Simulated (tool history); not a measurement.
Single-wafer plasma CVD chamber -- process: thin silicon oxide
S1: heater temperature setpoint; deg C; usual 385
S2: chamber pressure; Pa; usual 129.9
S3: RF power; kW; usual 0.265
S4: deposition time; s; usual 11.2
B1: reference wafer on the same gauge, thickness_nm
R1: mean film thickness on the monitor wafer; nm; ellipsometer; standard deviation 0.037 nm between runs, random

run     day   S1     S2     S3    S4      B1      R1
  1       0  385  129.9  0.265  11.2  23.495  21.166
  2   0.733  385  129.9  0.265  11.2    23.5  21.138
  3   1.188  385  129.9  0.265  11.2  23.502  21.115
  4   1.538  385  129.9  0.265  11.2  23.507  21.166
  5   2.004  385  129.9  0.265  11.2  23.504  21.073
  6    2.75  385  129.9  0.265  11.2  23.499  21.119
  7   3.283  385  129.9  0.265  11.2  23.507  21.056
  8   3.862  385  129.9  0.265  11.2  23.503  21.046
  9   4.396  385  129.9   0.28  11.2  23.495  21.567
 10   5.008  385  129.9   0.28  11.2  23.505  21.452
 11   6.229  385  129.9  0.265  11.2  23.502  20.981
 12   6.242  385  129.9   0.29  11.2  23.501  21.746
 13   6.771  385  129.9   0.29  11.2  23.508  21.736
 14   7.438  385  129.9  0.265  11.2  23.496  20.812
 15   7.992  395  129.9  0.265  12.7  23.503  24.431
 16   8.454  385  159.1  0.265  10.2  23.499   22.96
 17   9.162  385  129.9  0.265  11.2  23.498  21.627
 18   9.867  385  140.3  0.265  11.2  23.503  22.973
 19  10.242  385  129.9   0.28  10.6  23.504  20.936
 20  10.762  370  129.9  0.265  11.2  23.508  23.221
 21  11.146  385  117.3  0.265  11.2  23.498  21.162
 22  11.533  372  129.9  0.265   9.7  23.494  20.138
 23  12.129  378  129.9  0.265  13.4  23.504  27.667
 24  12.733  390  145.9   0.29  12.8  23.499  29.533
 25   13.45  371  112.4  0.265  11.2  23.501  20.551
 26  13.729  385  129.9  0.265  11.2    23.5  23.025
 27  14.058  390  129.9  0.265  11.2  23.499  22.974
 28  14.388  385  129.9  0.265  11.2  23.502  23.062
 29    15.1  385  129.9  0.265  11.2  23.499  22.984

The log once held 5 entries between its listed runs, left out of this copy. Where does each go, and what is different about the tool's unlogged condition between the listed run before it and the listed run after it?
After run 10, before run 11: showerhead replaced (day 5.896); thermocouple changed; heater temperature recalibrated (day 6.208)
  delivered RF power above the setpoint (%): -8.87 -> -9; true pressure above the setpoint (%): -8.06 -> -8.27
  measured result minus the result with no hidden state, R1: -2.497 -> -2.529 nm
After run 14, before run 15: RF generator calibrated (day 7.829)
  delivered RF power above the setpoint (%): -9.13 -> -0.621; true pressure above the setpoint (%): -8.49 -> -8.58
  measured result minus the result with no hidden state, R1: -2.569 -> -2.011 nm
After run 18, before run 19: gauge calibrated (day 10.238)
  delivered RF power above the setpoint (%): -0.82 -> -0.86; true pressure above the setpoint (%): -8.92 -> -8.99
  measured result minus the result with no hidden state, R1: -1.649 -> -1.828 nm
After run 19, before run 20: capacitance manometer re-zeroed and calibrated (day 10.579)
  delivered RF power above the setpoint (%): -0.86 -> -0.916; true pressure above the setpoint (%): -8.99 -> -1.5
  measured result minus the result with no hidden state, R1: -1.828 -> -0.392 nm

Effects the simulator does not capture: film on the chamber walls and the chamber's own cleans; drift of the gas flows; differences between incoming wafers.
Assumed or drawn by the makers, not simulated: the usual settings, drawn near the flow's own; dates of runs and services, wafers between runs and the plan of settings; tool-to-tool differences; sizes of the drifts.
